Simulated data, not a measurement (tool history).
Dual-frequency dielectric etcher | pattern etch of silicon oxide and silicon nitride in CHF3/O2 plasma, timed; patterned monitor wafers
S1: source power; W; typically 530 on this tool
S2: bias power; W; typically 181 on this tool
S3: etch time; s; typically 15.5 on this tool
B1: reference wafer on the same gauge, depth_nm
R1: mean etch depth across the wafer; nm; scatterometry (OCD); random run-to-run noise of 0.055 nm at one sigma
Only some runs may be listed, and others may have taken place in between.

run	hour	S1	S2	S3	B1	R1
1	0.0	530	181	16.5	26.11	23.75
2	56.6	530	181	16.5	26.11	23.74
3	84.1	530	181	16.5	26.10	23.71
4	155.8	530	181	15.5	26.10	22.20
5	186.9	530	181	15.5	26.12	22.26
6	249.5	530	181	15.5	26.10	22.27
7	282.0	530	181	15.5	26.11	22.30
8	345.0	530	181	17.0	26.09	24.45
9	370.5	530	181	17.0	26.11	24.44
10	405.7	530	181	15.5	26.11	22.34
# hour 436.5: wet clean of the chamber
11	437.4	530	181	15.5	26.08	22.23
12	503.8	530	181	15.5	26.07	22.15
# hour 514.7: gauge calibrated
# hour 534.6: upper electrode replaced
13	549.5	530	181	15.5	26.08	22.27
14	583.7	450	145	15.5	26.09	19.56
15	621.3	530	181	13.5	26.10	19.35
16	689.2	480	195	17.0	26.08	24.55
17	749.1	580	141	20.0	26.09	26.61
18	780.0	660	199	18.0	26.13	28.34
19	812.8	650	181	17.0	26.11	25.74
# hour 860.6: bias power generator calibrated
20	861.1	530	181	18.5	26.09	27.19
# hour 876.5: source power generator calibrated
21	920.9	530	181	15.5	26.12	22.65
22	947.9	530	181	16.5	26.09	24.10
23	986.2	530	219	15.5	26.09	24.55
24	1052.9	570	181	15.5	26.11	23.00
# hour 1105.0: wet clean of the chamber
25	1123.6	530	181	18.0	26.11	26.24
26	1159.2	450	204	15.5	26.09	22.79

Selected run-to-run steps in R1, each split into two signed amounts: the part the tool would show with no hidden state at all (from settings, incoming material and random variation), and the remainder, which goes to the hidden state together with any gauge scatter not common to the measured and the hidden-state-free results:
The tool's hidden condition here consists of: etch rate over this chamber's usual, %; source power that arrives over what is set, %; bias power that arrives over what is set, %; gauge reads high (%).
Run 15 -> 16: S1 530 -> 480, S2 181 -> 195, S3 13.5 -> 17.0. R1 +5.20 nm: hidden state -0.13, all else +5.33.
Run 19 -> 20: S1 650 -> 530, S3 17.0 -> 18.5, bias power generator calibrated. R1 +1.45 nm: hidden state +0.62, all else +0.83.
Run 20 -> 21: S3 18.5 -> 15.5, source power generator calibrated. R1 -4.54 nm: hidden state -0.06, all else -4.48.
